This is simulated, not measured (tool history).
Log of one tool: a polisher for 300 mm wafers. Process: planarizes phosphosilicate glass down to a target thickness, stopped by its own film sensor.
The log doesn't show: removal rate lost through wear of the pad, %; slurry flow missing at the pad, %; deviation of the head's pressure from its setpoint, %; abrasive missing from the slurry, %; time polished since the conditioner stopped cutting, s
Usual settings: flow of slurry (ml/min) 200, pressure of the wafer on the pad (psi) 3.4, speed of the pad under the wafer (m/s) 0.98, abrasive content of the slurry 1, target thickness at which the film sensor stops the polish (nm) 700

run	hour	flow of slurry (ml/min)	pressure of the wafer on the pad (psi)	speed of the pad under the wafer (m/s)	abrasive content of the slurry	target thickness at which the film sensor stops the polish (nm)	wafers since the last listed run	wafers polished on this pad	hours since the slurry nozzle was cleaned	hours since the head pressure was calibrated	hours since the slurry blender was calibrated	hours since the conditioning disc was replaced	incoming thickness of the incoming film, nm	time until the film sensor stopped the polish (s)
1	0	200	3.4	0.98	1	700	0	1548	359.2	830.1	256.1	112.1	1220.5	75.9
2	17.5	200	3.4	0.98	1	700	210	1758	376.7	847.6	273.6	129.6	1264.6	84.2
# hour 23.6: slurry blender recalibrated
3	44.7	200	3.4	0.98	1	700	302	2061	403.9	874.8	21.1	156.8	1238.6	80.2
4	63.1	135	3.4	1.22	1.15	604	221	2282	422.3	893.2	39.5	175.2	1253.4	87.4
# hour 80.2: worn pad replaced by a new one
5	81	225	3.4	1.1	1	700	166	9	440.2	911.1	57.4	193.1	1247	76.7
6	106.6	200	3.4	0.98	1	806	307	316	465.8	936.7	83	218.7	1251.2	65.6
7	136.5	200	3.4	0.98	1	700	359	676	495.7	966.6	112.9	248.6	1217.5	79.1
8	167	200	3.4	0.98	1	700	366	1042	526.2	997.1	143.4	279.1	1235.2	83.4
9	199.4	200	3.4	0.98	1	700	389	1431	558.6	1029.5	175.8	311.5	1252.1	84.3
10	213.7	200	3.4	0.72	0.8	700	171	1603	572.9	1043.8	190.1	325.8	1244	110.2
11	239	250	2.5	0.98	1	700	303	1907	598.2	1069.1	215.4	351.1	1247.7	106.2
12	264.6	200	3.4	0.98	1	700	307	2214	623.8	1094.7	241	376.7	1235.7	84.3
# hour 288.1: head pressure recalibrated
# hour 294.3: slurry nozzle cleaned
13	298.1	150	3	0.98	1	700	366	2581	3.8	10	274.5	410.2	1235.3	89.2
# hour 320.9: worn pad replaced by a new one
14	321.4	200	4.3	0.98	1	700	231	5	27.1	33.3	297.8	433.5	1243.5	66.1
# hour 338.4: slurry blender recalibrated
15	341.2	260	2.6	0.84	0.8	700	213	219	46.9	53.1	2.8	453.3	1233.1	113
16	354	200	4.4	0.98	1	601	153	373	59.7	65.9	15.6	466.1	1238.4	72
# hour 363.8: conditioning disc replaced and pad reconditioned
17	369.8	135	3.4	1.22	1.15	604	165	539	75.5	81.7	31.4	6	1228.6	79.4
18	399.7	200	3.4	0.98	1	700	359	898	105.4	111.6	61.3	35.9	1233.6	77.7
19	435	260	3.4	0.98	1	700	424	1322	140.7	146.9	96.6	71.2	1249.4	77.4
20	450.9	200	4.1	1.08	1	700	191	1513	156.6	162.8	112.5	87.1	1228.2	65.1
21	485.3	200	3.4	0.98	1	700	413	1926	191	197.2	146.9	121.5	1246.5	81.8
22	519.7	200	3.4	0.98	0.85	700	413	2340	225.4	231.6	181.3	155.9	1229.3	84.7
23	533.7	200	3.4	0.68	0.75	700	168	2508	239.4	245.6	195.3	169.9	1241.3	109.1
24	562.4	200	3.4	0.98	1	700	344	2853	268.1	274.3	224	198.6	1238.9	81.1
# hour 576.2: worn pad replaced by a new one
25	597.3	200	3.4	1.06	1	700	371	253	303	309.2	258.9	233.5	1241.6	77
26	611.8	165	3.4	0.86	1	615	174	427	317.5	323.7	273.4	248	1237.7	98.7

Some steps in time until the film sensor stopped the polish (s) between neighbouring runs. How much of each would the tool show without its hidden state too (settings, what came in, random variation), and how much is left for the hidden state, with any gauge scatter that isn't in both results?
Run 9 -> 10: speed of the pad under the wafer (m/s) 0.98 -> 0.72, abrasive content of the slurry 1 -> 0.8. time until the film sensor stopped the polish (s) +25.9: hidden state +1.9, all else +24.
Run 12 -> 13: flow of slurry (ml/min) 200 -> 150, pressure of the wafer on the pad (psi) 3.4 -> 3, head pressure recalibrated, slurry nozzle cleaned. time until the film sensor stopped the polish (s) +4.9: hidden state -6.3, all else +11.2.
Run 14 -> 15: flow of slurry (ml/min) 200 -> 260, pressure of the wafer on the pad (psi) 4.3 -> 2.6, speed of the pad under the wafer (m/s) 0.98 -> 0.84, abrasive content of the slurry 1 -> 0.8, slurry blender recalibrated. time until the film sensor stopped the polish (s) +46.9: hidden state +0, all else +46.9.
Run 15 -> 16: flow of slurry (ml/min) 260 -> 200, pressure of the wafer on the pad (psi) 2.6 -> 4.4, speed of the pad under the wafer (m/s) 0.84 -> 0.98, abrasive content of the slurry 0.8 -> 1, target thickness at which the film sensor stops the polish (nm) 700 -> 601. time until the film sensor stopped the polish (s) -41: hidden state +0, all else -41.

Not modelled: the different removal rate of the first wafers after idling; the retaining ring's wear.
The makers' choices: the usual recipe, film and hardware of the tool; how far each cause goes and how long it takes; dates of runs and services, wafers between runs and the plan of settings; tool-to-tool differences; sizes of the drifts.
